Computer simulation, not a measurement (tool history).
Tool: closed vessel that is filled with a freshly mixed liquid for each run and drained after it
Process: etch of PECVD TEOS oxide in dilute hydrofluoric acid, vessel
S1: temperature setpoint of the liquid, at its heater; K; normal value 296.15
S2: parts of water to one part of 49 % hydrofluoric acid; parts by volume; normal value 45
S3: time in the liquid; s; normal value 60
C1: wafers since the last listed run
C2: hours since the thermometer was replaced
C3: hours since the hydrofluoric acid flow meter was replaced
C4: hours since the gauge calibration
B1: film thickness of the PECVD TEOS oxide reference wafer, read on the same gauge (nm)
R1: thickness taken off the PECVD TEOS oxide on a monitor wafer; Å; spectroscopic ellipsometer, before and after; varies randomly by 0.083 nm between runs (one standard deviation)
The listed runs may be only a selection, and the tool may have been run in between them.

run,day,S1,S2,S3,C1,C2,C3,C4,B1,R1
1,0,296.15,45,60,0,706.5,1455.9,19.5,149.99,182
2,2.838,296.15,45,60,9411,774.6,1524,87.6,149.99,182.9
3,8.796,296.15,45,60,19762,917.6,1667,230.6,149.97,183.2
4,11.121,296.15,40,80,7711,973.4,1722.8,286.4,150.03,276.7
5,12.721,296.15,40,80,5306,1011.8,1761.2,324.8,149.97,277.9
6,15.242,296.15,40,80,8361,1072.3,1821.7,385.3,150.01,279
7,17.421,293.15,45,60,7227,1124.6,1874,437.6,149.99,163.5
8,18.733,296.15,45,60,4353,1156.1,1905.5,469.1,150,184.6
9,20.912,296.15,45,60,7227,1208.4,1957.8,521.4,149.97,185
10,23.104,291.65,30,75,7269,1261,2010.4,574,150.02,295.5
# day 23.496: thermometer replaced
11,25.579,299.65,45,60,8070,50,2069.8,633.4,150.04,208.7
12,27.542,296.15,40,70,6509,97.1,2116.9,680.5,150,237.3
# day 27.904: hydrofluoric acid flow meter replaced
13,28.908,296.15,45,60,4394,129.9,24.1,713.3,150.04,177.9
# day 29.425: gauge calibrated
14,30.117,294.65,45,60,4007,158.9,53.1,16.6,149.98,169.1
15,31.983,296.15,45,60,6191,203.7,97.9,61.4,149.98,180.2
16,33.325,296.15,25,80,4450,235.9,130.1,93.6,150.04,443
17,34.971,296.15,35,85,5458,275.4,169.6,133.1,150.01,332.4
18,37.429,298.15,55,60,8153,334.4,228.6,192.1,150.02,158.2

Measured minus without-hidden-state, run by run (identical run-to-run variation in each term; gauge scatter may differ):
The tool's hidden condition here consists of: liquid hotter than its thermometer reads (K); hydrofluoric acid flow below the setpoint (%); gauge reads high (%).
run,R1
1,+4.8
2,+5.3
3,+6.1
4,+9.7
5,+10
6,+10.6
7,+6.6
8,+7.4
9,+7.8
10,+13.4
11,+2.1
12,+2.8
13,+2.2
14,+2.3
15,+2.7
16,+7
17,+5.7
18,+3
